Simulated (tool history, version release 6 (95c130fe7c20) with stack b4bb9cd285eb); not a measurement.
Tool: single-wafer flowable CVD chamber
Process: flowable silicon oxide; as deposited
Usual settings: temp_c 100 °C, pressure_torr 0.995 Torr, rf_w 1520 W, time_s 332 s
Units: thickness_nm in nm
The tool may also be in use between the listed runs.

run	hour	temp_c	pressure_torr	rf_w	time_s	read-back reference wafer on the same gauge, thickness_nm	thickness_nm
1	0	104	0.929	1520	332	196.119	157.317
2	11.4	100	0.995	1520	332	196.143	189.352
3	18.8	100	0.995	1520	332	195.873	189.309
4	27.6	100	0.995	1520	332	196.171	188.697
# hour 37.9: capacitance manometer re-zeroed and calibrated
5	42.4	100	0.995	1520	332	195.94	210.774
6	49.3	100	0.995	1520	332	196.056	209.274
7	57	100	1.105	1320	377	196.096	252.718
# hour 66.3: RF generator calibrated
8	66.8	100	0.9	1520	390	195.923	222.575
9	72.1	108	0.8	1520	332	196.159	133.951
# hour 89: thermocouple changed; heater temperature recalibrated
10	89.5	100	0.89	1520	332	196.265	209.527
11	98.4	92	0.995	1520	332	195.864	294.206
12	115.9	115	0.876	1635	300	195.88	122.793
13	125.7	100	0.9	1520	390	195.885	248.23
# hour 145.4: showerhead replaced
14	145.9	100	0.788	1420	332	196.025	180.281
15	155.6	100	0.995	1685	367	195.779	262.076
16	161.7	100	0.995	1520	332	196.072	232.262
17	169.1	100	1.147	1230	270	195.766	201.87
18	178.5	100	0.995	1520	332	196.042	230.23
19	184.6	100	0.995	1520	332	196.069	229.95
20	192	100	0.995	1765	308	196.184	221.34
21	200.6	86	1.181	1520	301	196.164	368.405
22	212.3	100	0.995	1520	332	195.987	229.038
23	221.3	110	0.753	1435	395	195.855	151.321
24	232	100	0.995	1520	332	195.901	228.085
25	243.4	88	0.995	1380	367	196.011	348.287
26	254.3	109	0.995	1520	332	196.091	175.248

Run 27 comes next. What will it give?
27	262.9	100	0.995	1520	332	?	?

read-back reference wafer on the same gauge, thickness_nm: 196.029
thickness_nm: 226.324 nm
Without the tool's hidden state the same run would have given thickness_nm 235.144 nm.
